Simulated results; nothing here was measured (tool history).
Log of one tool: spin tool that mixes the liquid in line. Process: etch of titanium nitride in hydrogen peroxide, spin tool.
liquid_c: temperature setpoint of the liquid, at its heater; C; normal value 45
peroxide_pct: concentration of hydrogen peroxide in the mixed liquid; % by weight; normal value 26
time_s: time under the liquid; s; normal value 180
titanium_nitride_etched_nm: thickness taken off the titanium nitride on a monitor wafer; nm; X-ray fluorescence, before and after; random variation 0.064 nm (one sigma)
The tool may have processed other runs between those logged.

run	hour	liquid_c	peroxide_pct	time_s	read-back film thickness of the titanium nitride reference wafer, read on the same gauge (nm)	titanium_nitride_etched_nm
1	0	45	26	180	69.98	11.21
2	34	45	26	180	70	11.2
3	58.2	45	26	180	69.99	11.3
4	74.9	45	26	180	70.02	11.14
5	95	47.5	26	180	70	13.52
6	123.2	54	22	180	69.97	20.89
# hour 145.4: new drum of peroxide connected
# hour 149.3: thermometer replaced
7	158.2	45	19	180	70.01	10.48
8	190	45	26	80	70.06	5.01
9	212.2	50	26	180	70.05	16.21
10	244.5	35	28.5	180	70	5.33
# hour 264.6: heated supply line repaired
11	267.3	54	22	260	70	29.76
12	298.6	49.5	23.5	80	70	6.72
13	328.2	45	29	180	70	11.5
# hour 340: new drum of peroxide connected, repeated, since the last time left the tool worse
14	356	50	30	180	69.98	16.98
15	369.9	45	26	180	70.02	11.33
16	396.7	45	26	180	70	11.35
17	417.8	37	29	260	69.99	9.15
18	436.3	45	26	220	70.01	13.88
19	456	38	30	85	69.98	3.26
# hour 477.3: peroxide flow meter replaced
20	486.1	52	20.5	220	70	21.95
21	508.9	45	29.5	180	69.99	11.61
22	541.1	49.5	26	180	70	15.86
23	554.5	45	28.5	85	69.94	5.44
24	568.5	45	26	180	70	11.3
25	592.2	52	26	180	70.01	18.9
26	610.8	45	26	75	70.01	4.7

Forecast each of these 3 alternatives for the next run:
A	611.3	40.5	26	180	?	?
B	611.3	51	30	140	?	?
C	611.3	45	26	265	?	?

run	read-back film thickness of the titanium nitride reference wafer, read on the same gauge (nm)	titanium_nitride_etched_nm
A	70.02	8.15
B	70.02	14.25
C	70.02	16.86
Without the tool's hidden state the same runs would have given:
run	titanium_nitride_etched_nm
A	8.2
B	14.34
C	16.96
